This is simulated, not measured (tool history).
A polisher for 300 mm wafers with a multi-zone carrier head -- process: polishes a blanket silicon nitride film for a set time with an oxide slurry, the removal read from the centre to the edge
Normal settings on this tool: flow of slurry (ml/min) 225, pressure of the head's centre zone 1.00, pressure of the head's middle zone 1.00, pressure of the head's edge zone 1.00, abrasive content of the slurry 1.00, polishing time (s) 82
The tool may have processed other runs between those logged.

run,hour,flow of slurry (ml/min),pressure of the head's centre zone,pressure of the head's middle zone,pressure of the head's edge zone,abrasive content of the slurry,polishing time (s),wafers since the last listed run,wafers polished on this pad,hours since the slurry nozzle was cleaned,hours since the centre zone pressure was calibrated,hours since the edge zone pressure was calibrated,hours since the carrier head's membrane was replaced,"incoming thickness of the incoming film, nm",film removed at the wafer's centre (nm),film removed at mid-radius (nm),film removed at the wafer's edge (nm)
1,0.0,195,1.00,1.00,1.00,1.00,82,0,197,443.7,290.4,1108.9,1000.8,354.6,62.6,64.4,64.0
2,19.3,195,1.00,1.00,1.00,1.00,82,146,343,463.0,309.7,1128.2,1020.1,352.9,63.3,63.7,63.6
3,33.0,225,1.00,1.00,1.00,1.20,82,103,447,476.7,323.4,1141.9,1033.8,350.0,72.3,72.5,73.4
4,48.4,225,1.00,1.00,1.07,1.00,82,116,563,492.1,338.8,1157.3,1049.2,352.6,64.8,63.4,67.7
5,75.0,225,1.00,1.00,1.07,1.00,82,201,764,518.7,365.4,1183.9,1075.8,352.7,64.4,67.1,66.6
# hour 87.4: worn pad replaced by a new one
6,87.9,225,1.00,1.00,0.95,1.00,82,67,3,531.6,378.3,1196.8,1088.7,350.7,64.5,65.0,63.9
7,101.0,225,1.00,0.96,1.00,1.00,82,99,102,544.7,391.4,1209.9,1101.8,353.7,64.7,63.5,65.2
8,134.0,225,1.00,0.96,1.00,1.00,82,249,352,577.7,424.4,1242.9,1134.8,343.0,64.5,61.9,65.7
9,157.8,225,1.00,0.96,1.00,1.00,82,180,532,601.5,448.2,1266.7,1158.6,351.1,64.8,62.7,65.6
10,189.5,225,1.00,1.05,1.00,1.00,82,239,772,633.2,479.9,1298.4,1190.3,348.8,65.1,67.7,66.6
# hour 198.0: worn pad replaced by a new one
11,217.1,200,0.97,0.90,1.00,0.75,82,178,144,660.8,507.5,1326.0,1217.9,356.8,47.1,46.3,49.5

Run 12 comes next. What will it give?
# hour 242.5: edge zone pressure recalibrated
# hour 244.5: carrier head's membrane replaced by a new one
12,245.0,225,1.00,1.00,1.00,1.00,82,180,325,688.7,535.4,2.5,0.5,344.1,?,?,?

Run 12 measured film removed at the wafer's centre (nm) 64.4, film removed at mid-radius (nm) 65.6, film removed at the wafer's edge (nm) 65.3.
Had the tool carried no hidden state, the very same run would have given film removed at the wafer's centre (nm) 64.4, film removed at mid-radius (nm) 65.6, film removed at the wafer's edge (nm) 65.3.
